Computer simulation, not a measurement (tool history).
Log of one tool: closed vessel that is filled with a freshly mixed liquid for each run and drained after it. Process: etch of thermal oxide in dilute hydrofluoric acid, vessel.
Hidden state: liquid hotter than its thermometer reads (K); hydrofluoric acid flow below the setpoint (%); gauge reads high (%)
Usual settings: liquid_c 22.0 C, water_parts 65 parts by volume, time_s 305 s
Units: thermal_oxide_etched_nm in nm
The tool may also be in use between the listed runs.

| run | hour | liquid_c | water_parts | time_s | wafers since the last listed run | hours since the thermometer was replaced | hours since the hydrofluoric acid flow meter was replaced | hours since the gauge calibration | read-back film thickness of the thermal oxide reference wafer, read on the same gauge (nm) | thermal_oxide_etched_nm |
|---|---|---|---|---|---|---|---|---|---|---|
| 1 | 0.0 | 22.0 | 65 | 305 | 0 | 435.3 | 538.7 | 142.1 | 30.00 | 21.18 |
| 2 | 51.4 | 22.0 | 65 | 305 | 5863 | 486.7 | 590.1 | 193.5 | 29.99 | 21.15 |
| 3 | 106.2 | 22.0 | 65 | 305 | 6251 | 541.5 | 644.9 | 248.3 | 30.00 | 21.27 |
| 4 | 154.6 | 22.0 | 65 | 305 | 5521 | 589.9 | 693.3 | 296.7 | 30.00 | 21.19 |
| 5 | 195.2 | 22.0 | 65 | 305 | 4631 | 630.5 | 733.9 | 337.3 | 30.02 | 21.22 |
| 6 | 246.0 | 22.0 | 65 | 305 | 5795 | 681.3 | 784.7 | 388.1 | 30.00 | 21.27 |
| 7 | 284.1 | 22.0 | 65 | 305 | 4346 | 719.4 | 822.8 | 426.2 | 30.00 | 21.34 |
|  | 307.0 | thermometer replaced |
|  | 343.0 | gauge calibrated |
| 8 | 348.2 | 22.0 | 65 | 305 | 7198 | 41.2 | 886.9 | 5.2 | 30.01 | 20.83 |
| 9 | 373.9 | 26.0 | 45 | 135 | 2931 | 66.9 | 912.6 | 30.9 | 30.00 | 16.11 |
|  | 375.3 | hydrofluoric acid flow meter replaced |
| 10 | 443.8 | 24.0 | 65 | 160 | 7859 | 136.8 | 68.5 | 100.8 | 29.98 | 11.88 |
| 11 | 491.5 | 22.0 | 65 | 305 | 5441 | 184.5 | 116.2 | 148.5 | 30.00 | 20.90 |
| 12 | 524.9 | 17.0 | 80 | 425 | 3810 | 217.9 | 149.6 | 181.9 | 30.01 | 18.94 |
| 13 | 578.9 | 20.0 | 75 | 450 | 6160 | 271.9 | 203.6 | 235.9 | 29.97 | 24.47 |
| 14 | 616.2 | 20.0 | 75 | 435 | 4255 | 309.2 | 240.9 | 273.2 | 30.01 | 23.70 |

3 ways to go on from here, each from the tool as it stands after run 14. What would each give?
| A | 616.9 | 22.0 | 65 | 305 | 79 | 309.9 | 241.6 | 273.9 | ? | ? |
| B | 616.9 | 18.5 | 65 | 305 | 79 | 309.9 | 241.6 | 273.9 | ? | ? |
| C | 616.9 | 19.5 | 65 | 305 | 79 | 309.9 | 241.6 | 273.9 | ? | ? |

| run | read-back film thickness of the thermal oxide reference wafer, read on the same gauge (nm) | thermal_oxide_etched_nm |
|---|---|---|
| A | 30.01 | 21.16 |
| B | 30.01 | 18.27 |
| C | 30.01 | 19.06 |
Without the tool's hidden state the same runs would have given:
| run | thermal_oxide_etched_nm |
|---|---|
| A | 20.90 |
| B | 18.05 |
| C | 18.83 |

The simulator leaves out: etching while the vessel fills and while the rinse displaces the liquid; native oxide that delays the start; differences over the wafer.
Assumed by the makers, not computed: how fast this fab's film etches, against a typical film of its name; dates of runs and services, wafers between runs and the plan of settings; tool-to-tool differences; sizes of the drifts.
